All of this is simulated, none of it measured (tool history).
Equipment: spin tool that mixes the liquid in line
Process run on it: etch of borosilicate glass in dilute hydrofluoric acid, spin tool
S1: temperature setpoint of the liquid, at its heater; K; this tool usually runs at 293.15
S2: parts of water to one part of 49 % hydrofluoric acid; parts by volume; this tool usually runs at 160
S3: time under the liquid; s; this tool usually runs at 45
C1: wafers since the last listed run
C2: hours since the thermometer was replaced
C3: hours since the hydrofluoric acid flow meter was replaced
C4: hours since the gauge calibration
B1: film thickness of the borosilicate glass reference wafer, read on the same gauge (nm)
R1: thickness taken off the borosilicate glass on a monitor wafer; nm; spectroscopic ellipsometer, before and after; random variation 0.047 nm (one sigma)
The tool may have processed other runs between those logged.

| run | hour | S1 | S2 | S3 | C1 | C2 | C3 | C4 | B1 | R1 |
|---|---|---|---|---|---|---|---|---|---|---|
| 1 | 0.0 | 294.15 | 160 | 50 | 0 | 1026.4 | 671.1 | 704.3 | 112.78 | 7.70 |
| 2 | 33.9 | 294.15 | 160 | 50 | 261 | 1060.3 | 705.0 | 738.2 | 112.96 | 7.70 |
| 3 | 59.1 | 293.15 | 160 | 45 | 194 | 1085.5 | 730.2 | 763.4 | 113.10 | 6.67 |
| 4 | 90.3 | 293.15 | 160 | 45 | 241 | 1116.7 | 761.4 | 794.6 | 113.29 | 6.63 |
| 5 | 114.9 | 293.15 | 160 | 45 | 190 | 1141.3 | 786.0 | 819.2 | 113.42 | 6.61 |
| 6 | 145.1 | 293.15 | 135 | 45 | 233 | 1171.5 | 816.2 | 849.4 | 113.63 | 8.03 |
| 7 | 169.1 | 293.15 | 135 | 45 | 185 | 1195.5 | 840.2 | 873.4 | 113.77 | 8.10 |
| 8 | 182.5 | 293.15 | 135 | 45 | 103 | 1208.9 | 853.6 | 886.8 | 113.89 | 8.11 |
| 9 | 204.1 | 297.15 | 160 | 45 | 166 | 1230.5 | 875.2 | 908.4 | 114.04 | 7.74 |
| 10 | 233.7 | 297.15 | 160 | 45 | 228 | 1260.1 | 904.8 | 938.0 | 114.24 | 7.89 |
| 11 | 254.5 | 293.15 | 160 | 50 | 160 | 1280.9 | 925.6 | 958.8 | 114.38 | 7.36 |
| 12 | 269.1 | 290.15 | 160 | 45 | 112 | 1295.5 | 940.2 | 973.4 | 114.52 | 5.98 |
|  | 270.9 | thermometer replaced |
| 13 | 282.0 | 290.15 | 140 | 60 | 91 | 11.1 | 953.1 | 986.3 | 114.61 | 9.25 |
| 14 | 308.0 | 296.65 | 205 | 55 | 200 | 37.1 | 979.1 | 1012.3 | 114.81 | 7.09 |
| 15 | 324.1 | 293.15 | 160 | 45 | 124 | 53.2 | 995.2 | 1028.4 | 114.92 | 6.70 |
|  | 340.8 | hydrofluoric acid flow meter replaced |
| 16 | 358.9 | 294.15 | 160 | 50 | 261 | 88.0 | 18.1 | 1063.2 | 115.23 | 7.85 |
| 17 | 381.0 | 293.15 | 225 | 45 | 170 | 110.1 | 40.2 | 1085.3 | 115.40 | 4.57 |
| 18 | 409.5 | 293.15 | 160 | 45 | 220 | 138.6 | 68.7 | 1113.8 | 115.66 | 6.75 |
| 19 | 438.8 | 293.15 | 95 | 45 | 226 | 167.9 | 98.0 | 1143.1 | 115.90 | 12.22 |
| 20 | 471.3 | 293.15 | 130 | 25 | 251 | 200.4 | 130.5 | 1175.6 | 116.20 | 4.80 |
| 21 | 502.9 | 293.15 | 160 | 45 | 244 | 232.0 | 162.1 | 1207.2 | 116.48 | 6.81 |
| 22 | 525.7 | 297.65 | 85 | 30 | 176 | 254.8 | 184.9 | 1230.0 | 116.71 | 11.14 |
|  | 541.3 | gauge calibrated |
| 23 | 561.6 | 294.15 | 160 | 50 | 277 | 290.7 | 220.8 | 20.3 | 111.02 | 7.57 |
| 24 | 606.3 | 293.15 | 95 | 45 | 345 | 335.4 | 265.5 | 65.0 | 111.05 | 11.82 |
| 25 | 642.3 | 297.15 | 160 | 45 | 278 | 371.4 | 301.5 | 101.0 | 111.07 | 7.68 |
| 26 | 656.4 | 294.15 | 160 | 50 | 108 | 385.5 | 315.6 | 115.1 | 111.10 | 7.54 |
| 27 | 671.3 | 293.15 | 125 | 60 | 115 | 400.4 | 330.5 | 130.0 | 111.11 | 11.45 |
| 28 | 702.1 | 290.65 | 135 | 45 | 237 | 431.2 | 361.3 | 160.8 | 111.13 | 7.12 |
| 29 | 736.9 | 297.15 | 220 | 70 | 268 | 466.0 | 396.1 | 195.6 | 111.16 | 8.04 |
| 30 | 749.4 | 291.65 | 160 | 65 | 96 | 478.5 | 408.6 | 208.1 | 111.19 | 8.85 |
| 31 | 783.6 | 297.15 | 135 | 25 | 264 | 512.7 | 442.8 | 242.3 | 111.26 | 5.25 |
| 32 | 809.8 | 293.15 | 115 | 55 | 202 | 538.9 | 469.0 | 268.5 | 111.32 | 11.62 |
| 33 | 823.7 | 293.15 | 160 | 35 | 107 | 552.8 | 482.9 | 282.4 | 111.32 | 5.12 |

The tool's hidden state at each run:
liquid colder than its thermometer reads (K): 0 across all the runs
hydrofluoric acid flow above the setpoint (%): 0 across all the runs
H1: gauge reads high (%)
| run | H1 |
|---|---|
| 1 | 2.51 |
| 2 | 2.69 |
| 3 | 2.82 |
| 4 | 2.99 |
| 5 | 3.13 |
| 6 | 3.31 |
| 7 | 3.45 |
| 8 | 3.53 |
| 9 | 3.67 |
| 10 | 3.86 |
| 11 | 4 |
| 12 | 4.1 |
| 13 | 4.19 |
| 14 | 4.37 |
| 15 | 4.49 |
| 16 | 4.74 |
| 17 | 4.91 |
| 18 | 5.13 |
| 19 | 5.36 |
| 20 | 5.63 |
| 21 | 5.89 |
| 22 | 6.09 |
| 23 | 0.94 |
| 24 | 0.953 |
| 25 | 0.974 |
| 26 | 0.985 |
| 27 | 0.998 |
| 28 | 1.03 |
| 29 | 1.07 |
| 30 | 1.09 |
| 31 | 1.14 |
| 32 | 1.19 |
| 33 | 1.22 |
